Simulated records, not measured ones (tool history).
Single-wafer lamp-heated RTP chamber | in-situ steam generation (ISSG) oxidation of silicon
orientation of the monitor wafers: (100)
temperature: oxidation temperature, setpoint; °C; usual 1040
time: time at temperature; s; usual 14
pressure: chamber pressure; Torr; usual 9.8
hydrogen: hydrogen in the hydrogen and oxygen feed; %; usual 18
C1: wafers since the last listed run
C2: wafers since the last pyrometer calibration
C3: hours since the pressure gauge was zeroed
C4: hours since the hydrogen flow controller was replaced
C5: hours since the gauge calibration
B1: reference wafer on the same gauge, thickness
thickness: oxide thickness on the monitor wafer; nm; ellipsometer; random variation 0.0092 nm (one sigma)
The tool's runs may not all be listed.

run 1 hour=0 | temperature=1040 time=14 pressure=9.8 hydrogen=18 | C1=0 C2=5211 C3=4297.6 C4=4827.4 C5=64.4 | B1=4.664 | thickness=4.425
run 2 hour=9.5 | temperature=1040 time=14 pressure=9.8 hydrogen=18 | C1=162 C2=5373 C3=4307.1 C4=4836.9 C5=73.9 | B1=4.66 | thickness=4.44
run 3 hour=17.8 | temperature=1034 time=14 pressure=9.8 hydrogen=18 | C1=142 C2=5516 C3=4315.4 C4=4845.2 C5=82.2 | B1=4.66 | thickness=4.317
run 4 hour=33.8 | temperature=1040 time=14 pressure=9.8 hydrogen=18 | C1=274 C2=5790 C3=4331.4 C4=4861.2 C5=98.2 | B1=4.659 | thickness=4.448
run 5 hour=58.1 | temperature=1040 time=14 pressure=9.8 hydrogen=18 | C1=416 C2=6206 C3=4355.7 C4=4885.5 C5=122.5 | B1=4.663 | thickness=4.482
run 6 hour=64.1 | temperature=1040 time=14 pressure=9.8 hydrogen=18 | C1=102 C2=6309 C3=4361.7 C4=4891.5 C5=128.5 | B1=4.66 | thickness=4.469
-- hour=82.1 hydrogen flow controller replaced
run 7 hour=82.6 | temperature=1040 time=14 pressure=9.8 hydrogen=18 | C1=179 C2=6488 C3=4380.2 C4=0.5 C5=147 | B1=4.66 | thickness=4.5
run 8 hour=87.2 | temperature=1032 time=14 pressure=9.3 hydrogen=11 | C1=78 C2=6567 C3=4384.8 C4=5.1 C5=151.6 | B1=4.662 | thickness=3.912
-- hour=98.1 gauge calibrated
-- hour=107.2 pyrometer window cleaned and pyrometer calibrated
run 9 hour=107.7 | temperature=1033 time=18 pressure=10.2 hydrogen=12 | C1=214 C2=8 C3=4405.3 C4=25.6 C5=9.6 | B1=4.664 | thickness=4.328
run 10 hour=108 | temperature=1040 time=14 pressure=9.8 hydrogen=18 | C1=5 C2=13 C3=4405.6 C4=25.9 C5=9.9 | B1=4.661 | thickness=4.325
-- hour=120.5 pressure gauge zeroed
run 11 hour=121 | temperature=1040 time=14 pressure=9.8 hydrogen=18 | C1=85 C2=99 C3=0.5 C4=38.9 C5=22.9 | B1=4.658 | thickness=4.335
run 12 hour=130.1 | temperature=1040 time=14 pressure=9.8 hydrogen=24 | C1=155 C2=255 C3=9.6 C4=48 C5=32 | B1=4.658 | thickness=4.609
run 13 hour=143.6 | temperature=1026 time=17 pressure=9.8 hydrogen=18 | C1=231 C2=486 C3=23.1 C4=61.5 C5=45.5 | B1=4.66 | thickness=4.465
run 14 hour=152.1 | temperature=1029 time=19 pressure=9.8 hydrogen=11 | C1=145 C2=631 C3=31.6 C4=70 C5=54 | B1=4.661 | thickness=4.333
run 15 hour=161.1 | temperature=1040 time=10 pressure=9.8 hydrogen=11 | C1=154 C2=786 C3=40.6 C4=79 C5=63 | B1=4.662 | thickness=3.282

Hidden state at the last listed run before each entry between runs and at the first one after, where it differs:
Between runs 6 and 7: hydrogen flow controller replaced (hour 82.1)
  true wafer temperature minus pyrometer reading, K: 8.19 -> 8.99
  measured less the result without the state, thickness: +0.174 -> +0.192 nm
Between runs 8 and 9: gauge calibrated (hour 98.1); pyrometer window cleaned and pyrometer calibrated (hour 107.2)
  true wafer temperature minus pyrometer reading, K: 9.19 -> 1.25
  measured less the result without the state, thickness: +0.163 -> +0.026 nm
Between runs 10 and 11: pressure gauge zeroed (hour 120.5)
  true wafer temperature minus pyrometer reading, K: 1.25 -> 1.26
  measured less the result without the state, thickness: +0.025 -> +0.026 nm
